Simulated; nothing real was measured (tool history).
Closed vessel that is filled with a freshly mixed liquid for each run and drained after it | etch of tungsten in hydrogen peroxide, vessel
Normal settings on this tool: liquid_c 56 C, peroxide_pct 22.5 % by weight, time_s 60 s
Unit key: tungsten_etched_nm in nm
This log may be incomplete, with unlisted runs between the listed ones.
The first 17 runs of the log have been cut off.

run	hour	liquid_c	peroxide_pct	time_s	read-back film thickness of the tungsten reference wafer, read on the same gauge (nm)	tungsten_etched_nm
18	1365.6	61.5	16.5	60	140	285.14
19	1406.6	64.5	22.5	60	140.01	388.59
# hour 1608.5: thermometer replaced
20	1653.7	56	22.5	60	139.99	225.05
21	1696.5	46.5	22.5	80	140	167.29
22	1800.3	48	25.5	30	140	73.61
# hour 1831.7: gauge calibrated
# hour 1892.5: new drum of peroxide connected
23	1897.9	56	22.5	60	140	233.1
24	1942.2	56	22.5	60	140.01	228.29
25	2017.6	56	22.5	60	140.01	227.11
# hour 2086.3: peroxide flow meter replaced
26	2108.1	53.5	22.5	60	140	200.43
27	2201.9	56	22.5	60	140	228.18
28	2293.8	64	22.5	75	140	450.61
29	2345.1	47.5	22.5	95	139.99	217.37

Run 30 has not been measured yet. What should we expect?
30	2430	56	20.5	30	?	?

Run 30 measured read-back film thickness of the tungsten reference wafer, read on the same gauge (nm) 139.99, tungsten_etched_nm 108.34 nm.
If the tool had no hidden condition, the same run with the same run-to-run variation would have returned tungsten_etched_nm 109.07 nm.
